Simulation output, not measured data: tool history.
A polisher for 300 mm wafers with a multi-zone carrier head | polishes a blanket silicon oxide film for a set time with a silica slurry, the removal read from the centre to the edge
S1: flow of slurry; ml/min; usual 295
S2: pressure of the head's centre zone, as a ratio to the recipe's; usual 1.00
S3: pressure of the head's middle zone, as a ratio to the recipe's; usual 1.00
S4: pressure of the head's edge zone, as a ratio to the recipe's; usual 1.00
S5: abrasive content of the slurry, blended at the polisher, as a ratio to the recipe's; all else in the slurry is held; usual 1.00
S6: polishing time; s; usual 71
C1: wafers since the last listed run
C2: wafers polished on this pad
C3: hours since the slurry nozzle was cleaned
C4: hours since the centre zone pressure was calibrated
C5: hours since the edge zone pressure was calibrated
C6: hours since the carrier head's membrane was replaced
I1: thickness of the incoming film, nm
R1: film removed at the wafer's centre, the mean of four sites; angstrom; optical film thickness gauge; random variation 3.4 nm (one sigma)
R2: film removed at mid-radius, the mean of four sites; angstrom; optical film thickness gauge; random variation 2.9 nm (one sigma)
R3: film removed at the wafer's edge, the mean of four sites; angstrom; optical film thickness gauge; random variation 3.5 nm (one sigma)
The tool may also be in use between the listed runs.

| run | hour | S1 | S2 | S3 | S4 | S5 | S6 | C1 | C2 | C3 | C4 | C5 | C6 | I1 | R1 | R2 | R3 |
|---|---|---|---|---|---|---|---|---|---|---|---|---|---|---|---|---|---|
| 1 | 0.0 | 370 | 1.00 | 1.00 | 1.00 | 1.00 | 71 | 0 | 1206 | 444.8 | 150.6 | 185.0 | 905.0 | 837.5 | 2753 | 2727 | 2788 |
| 2 | 56.4 | 295 | 1.00 | 1.00 | 1.00 | 1.00 | 71 | 628 | 1835 | 501.2 | 207.0 | 241.4 | 961.4 | 851.6 | 2619 | 2617 | 2648 |
| 3 | 93.5 | 295 | 1.00 | 1.00 | 1.00 | 1.00 | 71 | 413 | 2248 | 538.3 | 244.1 | 278.5 | 998.5 | 834.0 | 2595 | 2581 | 2744 |
| 4 | 133.5 | 345 | 1.00 | 1.04 | 1.00 | 1.25 | 90 | 445 | 2694 | 578.3 | 284.1 | 318.5 | 1038.5 | 855.1 | 3821 | 3884 | 3752 |
| 5 | 176.7 | 295 | 1.00 | 1.00 | 1.00 | 1.00 | 71 | 481 | 3175 | 621.5 | 327.3 | 361.7 | 1081.7 | 850.7 | 2561 | 2595 | 2701 |
|  | 179.4 | slurry nozzle cleaned |
| 6 | 233.9 | 295 | 0.93 | 1.00 | 1.00 | 1.00 | 71 | 626 | 3801 | 54.5 | 384.5 | 418.9 | 1138.9 | 840.9 | 2663 | 2777 | 2772 |
|  | 256.4 | worn pad replaced by a new one, of another model than before |
| 7 | 271.4 | 295 | 1.05 | 0.96 | 1.04 | 1.00 | 65 | 373 | 167 | 92.0 | 422.0 | 456.4 | 1176.4 | 854.9 | 2659 | 2423 | 2531 |
| 8 | 316.7 | 295 | 1.00 | 1.00 | 1.00 | 1.00 | 71 | 504 | 671 | 137.3 | 467.3 | 501.7 | 1221.7 | 845.0 | 2668 | 2694 | 2761 |
| 9 | 382.2 | 215 | 0.91 | 0.96 | 1.00 | 1.00 | 71 | 729 | 1401 | 202.8 | 532.8 | 567.2 | 1287.2 | 862.4 | 2136 | 2235 | 2459 |
| 10 | 446.2 | 295 | 1.00 | 1.00 | 1.00 | 1.00 | 71 | 713 | 2114 | 266.8 | 596.8 | 631.2 | 1351.2 | 854.9 | 2622 | 2594 | 2634 |

The next listed run, before its measurement:
|  | 452.2 | carrier head's membrane replaced by a new one |
| 11 | 472.6 | 295 | 1.00 | 1.09 | 1.00 | 1.00 | 79 | 238 | 2353 | 293.2 | 623.2 | 657.6 | 20.4 | 849.6 | ? | ? | ? |

R1: 2871 angstrom
R2: 3069 angstrom
R3: 2913 angstrom
Without the tool's hidden state the same run would have given R1 3224 angstrom, R2 3403 angstrom, R3 3144 angstrom.
